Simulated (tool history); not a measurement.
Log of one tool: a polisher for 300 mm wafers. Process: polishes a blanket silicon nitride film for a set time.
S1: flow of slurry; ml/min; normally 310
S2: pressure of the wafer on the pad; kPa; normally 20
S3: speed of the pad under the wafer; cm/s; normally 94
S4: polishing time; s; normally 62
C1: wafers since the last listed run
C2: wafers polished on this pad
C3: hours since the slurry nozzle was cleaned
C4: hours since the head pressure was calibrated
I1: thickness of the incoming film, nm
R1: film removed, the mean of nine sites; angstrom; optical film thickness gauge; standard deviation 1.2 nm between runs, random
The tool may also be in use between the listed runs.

| run | hour | S1 | S2 | S3 | S4 | C1 | C2 | C3 | C4 | I1 | R1 |
|---|---|---|---|---|---|---|---|---|---|---|---|
| 1 | 0 | 310 | 20 | 94 | 62 | 0 | 59 | 132.9 | 127.2 | 804.5 | 838 |
| 2 | 52.9 | 310 | 20 | 94 | 62 | 480 | 540 | 185.8 | 180.1 | 810.6 | 828 |
| 3 | 108.7 | 310 | 20 | 94 | 68 | 507 | 1048 | 241.6 | 235.9 | 809.1 | 912 |
| 4 | 195.9 | 310 | 20 | 94 | 68 | 792 | 1840 | 328.8 | 323.1 | 798.3 | 880 |
|  | 225.1 | worn pad replaced by a new one |
|  | 234.8 | head pressure recalibrated |
| 5 | 238 | 310 | 16.5 | 94 | 62 | 328 | 99 | 370.9 | 3.2 | 794.1 | 645 |
| 6 | 305.6 | 310 | 22.1 | 94 | 62 | 614 | 713 | 438.5 | 70.8 | 816.5 | 859 |
|  | 384.4 | slurry nozzle cleaned |
| 7 | 395.4 | 335 | 20 | 106 | 62 | 807 | 1520 | 11 | 160.6 | 797.8 | 877 |
| 8 | 459.5 | 335 | 20 | 106 | 62 | 582 | 2103 | 75.1 | 224.7 | 800.7 | 849 |
|  | 468.4 | worn pad replaced by a new one |
| 9 | 538.9 | 310 | 20 | 94 | 62 | 685 | 641 | 154.5 | 304.1 | 802.4 | 868 |
|  | 551.3 | head pressure recalibrated |
| 10 | 626.8 | 310 | 20 | 84 | 62 | 780 | 1422 | 242.4 | 75.5 | 792.2 | 716 |
|  | 716.6 | worn pad replaced by a new one |
| 11 | 717.1 | 365 | 22.8 | 116 | 50 | 784 | 4 | 332.7 | 165.8 | 795.9 | 883 |
| 12 | 799.3 | 310 | 20 | 94 | 62 | 747 | 751 | 414.9 | 248 | 798.9 | 860 |
| 13 | 862.7 | 270 | 15.2 | 120 | 84 | 576 | 1328 | 478.3 | 311.4 | 792.1 | 1058 |
|  | 938.1 | slurry nozzle cleaned |
|  | 944.2 | head pressure recalibrated |
| 14 | 944.7 | 350 | 20 | 94 | 46 | 718 | 2046 | 6.6 | 0.5 | 804.6 | 527 |
|  | 958.3 | worn pad replaced by a new one |
| 15 | 993.9 | 335 | 20 | 106 | 62 | 410 | 323 | 55.8 | 49.7 | 793.4 | 900 |
| 16 | 1093.9 | 410 | 15.2 | 68 | 54 | 909 | 1232 | 155.8 | 149.7 | 800.1 | 412 |
| 17 | 1180.9 | 390 | 14.5 | 94 | 62 | 790 | 2023 | 242.8 | 236.7 | 798.5 | 565 |
|  | 1246.8 | worn pad replaced by a new one |
| 18 | 1254.2 | 235 | 16.5 | 94 | 83 | 630 | 66 | 316.1 | 310 | 811.5 | 918 |
|  | 1299.7 | head pressure recalibrated |
| 19 | 1301.1 | 415 | 20 | 80 | 78 | 408 | 475 | 363 | 1.4 | 808.3 | 882 |

Exercise: give the hidden state of the tool at every run:
slurry flow missing at the pad, %: 0 at every run
H1: removal rate lost through wear of the pad, %
H2: deviation of the head's pressure from its setpoint, %
| run | H1 | H2 |
|---|---|---|
| 1 | 0.233 | 3.93 |
| 2 | 0.824 | 5.66 |
| 3 | 2.47 | 7.48 |
| 4 | 7.15 | 10.3 |
| 5 | 0.649 | -0.628 |
| 6 | 1.72 | 1.58 |
| 7 | 5.52 | 4.51 |
| 8 | 9.9 | 6.6 |
| 9 | 1.79 | 9.19 |
| 10 | 5.19 | 2.53 |
| 11 | 0.467 | 5.48 |
| 12 | 1.62 | 8.16 |
| 13 | 4.07 | 10.2 |
| 14 | 9.26 | -1.12 |
| 15 | 0.618 | 0.485 |
| 16 | 3.51 | 3.75 |
| 17 | 8.77 | 6.59 |
| 18 | 1.06 | 8.98 |
| 19 | 1.55 | -0.713 |
